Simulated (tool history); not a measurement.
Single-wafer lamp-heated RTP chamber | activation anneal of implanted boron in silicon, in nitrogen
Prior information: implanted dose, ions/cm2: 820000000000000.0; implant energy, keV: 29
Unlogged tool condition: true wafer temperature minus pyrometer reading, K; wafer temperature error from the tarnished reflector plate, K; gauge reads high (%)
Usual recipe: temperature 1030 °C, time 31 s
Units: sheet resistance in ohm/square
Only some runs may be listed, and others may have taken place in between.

| run | hour | temperature | time | wafers since the last listed run | wafers since the last pyrometer calibration | wafers since the reflector plate was cleaned | hours since the gauge calibration | read-back reference wafer on the same gauge, sheet resistance | sheet resistance |
|---|---|---|---|---|---|---|---|---|---|
| 1 | 0 | 1030 | 40 | 0 | 510 | 4590 | 156.1 | 138.29 | 142.57 |
| 2 | 38.1 | 1030 | 40 | 375 | 886 | 4966 | 194.2 | 138.48 | 143.43 |
| 3 | 152.4 | 1030 | 40 | 1127 | 2013 | 6093 | 308.5 | 139.01 | 143.77 |
| 4 | 182.9 | 1011 | 45 | 300 | 2314 | 6394 | 339 | 139.03 | 145.33 |
| 5 | 214 | 1011 | 45 | 306 | 2621 | 6701 | 370.1 | 139.33 | 146.54 |
|  | 255.2 | pyrometer window cleaned and pyrometer calibrated |
| 6 | 281.6 | 1021 | 31 | 588 | 260 | 7289 | 437.7 | 139.59 | 145.39 |
| 7 | 315.8 | 1021 | 31 | 337 | 597 | 7626 | 471.9 | 139.78 | 144.73 |
| 8 | 355.3 | 1030 | 31 | 389 | 987 | 8016 | 511.4 | 139.99 | 145.61 |
| 9 | 379.9 | 1004 | 25 | 242 | 1230 | 8259 | 536 | 140.07 | 147.88 |
|  | 421.7 | reflector plate cleaned |
| 10 | 422.2 | 1030 | 40 | 338 | 1568 | 4 | 578.3 | 140.23 | 145.09 |
| 11 | 525.7 | 1030 | 19 | 1021 | 2589 | 1025 | 681.8 | 140.78 | 146.8 |
| 12 | 589.6 | 1009 | 40 | 630 | 3220 | 1656 | 745.7 | 140.97 | 148.57 |
|  | 613.9 | gauge calibrated |
| 13 | 624.2 | 1030 | 31 | 341 | 3561 | 1997 | 10.3 | 138.68 | 143.2 |
|  | 635 | pyrometer window cleaned and pyrometer calibrated |
| 14 | 657.5 | 1005 | 47 | 249 | 222 | 2247 | 43.6 | 138.94 | 147.27 |
| 15 | 698.2 | 1030 | 37 | 401 | 623 | 2648 | 84.3 | 138.96 | 142.81 |
| 16 | 740.9 | 1011 | 16 | 421 | 1045 | 3069 | 127 | 139.3 | 147.49 |
| 17 | 802.7 | 1011 | 45 | 609 | 1654 | 3679 | 188.8 | 139.5 | 146.38 |

Here are 5 independent what-if runs from the current tool condition. What would each one return?
| A | 803.1 | 1030 | 44 | 3 | 1658 | 3683 | 189.2 | ? | ? |
| B | 803.1 | 1030 | 23 | 3 | 1658 | 3683 | 189.2 | ? | ? |
| C | 803.1 | 1059 | 37 | 3 | 1658 | 3683 | 189.2 | ? | ? |
| D | 803.1 | 1030 | 16 | 3 | 1658 | 3683 | 189.2 | ? | ? |
| E | 803.1 | 1051 | 13 | 3 | 1658 | 3683 | 189.2 | ? | ? |

| run | read-back reference wafer on the same gauge, sheet resistance | sheet resistance |
|---|---|---|
| A | 139.63 | 144.88 |
| B | 139.63 | 145.91 |
| C | 139.63 | 143.12 |
| D | 139.63 | 146.37 |
| E | 139.63 | 145.36 |
Without the tool's hidden state the same runs would have given:
| run | sheet resistance |
|---|---|
| A | 143.27 |
| B | 144.29 |
| C | 141.53 |
| D | 144.75 |
| E | 143.75 |
